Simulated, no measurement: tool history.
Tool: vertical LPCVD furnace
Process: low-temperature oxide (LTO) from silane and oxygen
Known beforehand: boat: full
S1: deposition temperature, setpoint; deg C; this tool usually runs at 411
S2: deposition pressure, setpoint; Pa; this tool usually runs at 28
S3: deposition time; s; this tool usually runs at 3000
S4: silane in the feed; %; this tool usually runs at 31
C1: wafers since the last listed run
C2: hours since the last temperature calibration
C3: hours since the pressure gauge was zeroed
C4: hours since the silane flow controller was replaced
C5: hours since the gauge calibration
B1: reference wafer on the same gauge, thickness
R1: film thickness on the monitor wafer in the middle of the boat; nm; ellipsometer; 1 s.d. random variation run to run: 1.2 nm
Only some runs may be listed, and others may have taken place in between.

Run 1, hour 0: usual settings; C1 0; C2 2489.9; C3 1198.4; C4 6113.4; C5 743.3; B1 376.08. Result: R1 335.65 nm.
Run 2, hour 43.5: usual settings; C1 816; C2 2533.4; C3 1241.9; C4 6156.9; C5 786.8; B1 375.8. Result: R1 335.68 nm.
Run 3, hour 103.7: usual settings; C1 1130; C2 2593.6; C3 1302.1; C4 6217.1; C5 847; B1 375.91. Result: R1 335.05 nm.
Run 4, hour 278.7: usual settings; C1 3285; C2 2768.6; C3 1477.1; C4 6392.1; C5 1022; B1 375.93. Result: R1 333.99 nm.
Run 5, hour 328.5: usual settings; C1 934; C2 2818.4; C3 1526.9; C4 6441.9; C5 1071.8; B1 375.97. Result: R1 330.07 nm.
Run 6, hour 386: usual settings; C1 1079; C2 2875.9; C3 1584.4; C4 6499.4; C5 1129.3; B1 375.92. Result: R1 331.8 nm.
At hour 393.5: gauge calibrated.
Run 7, hour 457.1: usual settings; C1 1334; C2 2947; C3 1655.5; C4 6570.5; C5 63.6; B1 375.86. Result: R1 332.94 nm.
Run 8, hour 521.4: usual settings; C1 1207; C2 3011.3; C3 1719.8; C4 6634.8; C5 127.9; B1 375.84. Result: R1 328.37 nm.
Run 9, hour 550.8: usual settings; C1 551; C2 3040.7; C3 1749.2; C4 6664.2; C5 157.3; B1 375.87. Result: R1 330.64 nm.
At hour 577.3: pressure gauge zeroed.
Run 10, hour 578.6: usual settings; C1 71; C2 3068.5; C3 1.3; C4 6692; C5 185.1; B1 375.62. Result: R1 343.2 nm.
Run 11, hour 619: usual settings; C1 758; C2 3108.9; C3 41.7; C4 6732.4; C5 225.5; B1 376.01. Result: R1 343.62 nm.
At hour 654.9: silane flow controller replaced.
Run 12, hour 676.8: usual settings but S1 400 deg C, S3 2580 s, S4 26 %; C1 634; C2 3166.7; C3 99.5; C4 21.9; C5 283.3; B1 376.27. Result: R1 213.33 nm.
Run 13, hour 740.5: usual settings but S1 414 deg C, S2 24 Pa; C1 1195; C2 3230.4; C3 163.2; C4 85.6; C5 347; B1 375.77. Result: R1 323.26 nm.
Run 14, hour 807.1: usual settings but S1 401 deg C, S4 35 %; C1 1250; C2 3297; C3 229.8; C4 152.2; C5 413.6; B1 375.78. Result: R1 380.94 nm.
At hour 847.5: thermocouples replaced and temperature profile calibrated.
Run 15, hour 854.2: usual settings but S1 405 deg C; C1 433; C2 6.7; C3 276.9; C4 199.3; C5 460.7; B1 376.13. Result: R1 336.61 nm.
Run 16, hour 884.2: usual settings but S1 414 deg C, S2 22.7 Pa, S3 3690 s, S4 29 %; C1 563; C2 36.7; C3 306.9; C4 229.3; C5 490.7; B1 375.62. Result: R1 336.11 nm.
Run 17, hour 955.1: usual settings but S3 3660 s; C1 1330; C2 107.6; C3 377.8; C4 300.2; C5 561.6; B1 376.1. Result: R1 439.38 nm.
Run 18, hour 980.5: usual settings; C1 476; C2 133; C3 403.2; C4 325.6; C5 587; B1 376.1. Result: R1 358.12 nm.
Run 19, hour 1041: usual settings but S1 404 deg C, S4 26 %; C1 1135; C2 193.5; C3 463.7; C4 386.1; C5 647.5; B1 375.59. Result: R1 255.15 nm.
Run 20, hour 1083: usual settings; C1 788; C2 235.5; C3 505.7; C4 428.1; C5 689.5; B1 376.39. Result: R1 356.61 nm.
Run 21, hour 1143.7: usual settings but S1 405 deg C, S2 30 Pa, S3 3690 s, S4 36 %; C1 1139; C2 296.2; C3 566.4; C4 488.8; C5 750.2; B1 376.34. Result: R1 537.26 nm.
Run 22, hour 1183.5: usual settings but S2 34.7 Pa, S3 2070 s, S4 34 %; C1 747; C2 336; C3 606.2; C4 528.6; C5 790; B1 375.41. Result: R1 346.56 nm.
Run 23, hour 1221.6: usual settings but S1 420 deg C, S2 24 Pa; C1 715; C2 374.1; C3 644.3; C4 566.7; C5 828.1; B1 376.13. Result: R1 335.89 nm.

Branching from run 23: 4 alternative next runs. What would each branch give?
Run A, hour 1226.5: usual settings; C1 91; C2 379; C3 649.2; C4 571.6; C5 833; B1 ?. Result: R1 ?.
Run B, hour 1226.5: usual settings but S3 2580 s; C1 91; C2 379; C3 649.2; C4 571.6; C5 833; B1 ?. Result: R1 ?.
Run C, hour 1226.5: usual settings but S1 401 deg C, S2 32 Pa, S3 2190 s, S4 28 %; C1 91; C2 379; C3 649.2; C4 571.6; C5 833; B1 ?. Result: R1 ?.
Run D, hour 1226.5: usual settings but S1 422 deg C, S3 2010 s, S4 36 %; C1 91; C2 379; C3 649.2; C4 571.6; C5 833; B1 ?. Result: R1 ?.

run     B1      R1
  A  376.1  354.57
  B  376.1  304.93
  C  376.1  227.27
  D  376.1  326.99
The same runs, with their run-to-run variation unchanged, on a tool lacking any hidden condition would have given:
run      R1
  A   363.5
  B  312.61
  C  232.59
  D  334.85

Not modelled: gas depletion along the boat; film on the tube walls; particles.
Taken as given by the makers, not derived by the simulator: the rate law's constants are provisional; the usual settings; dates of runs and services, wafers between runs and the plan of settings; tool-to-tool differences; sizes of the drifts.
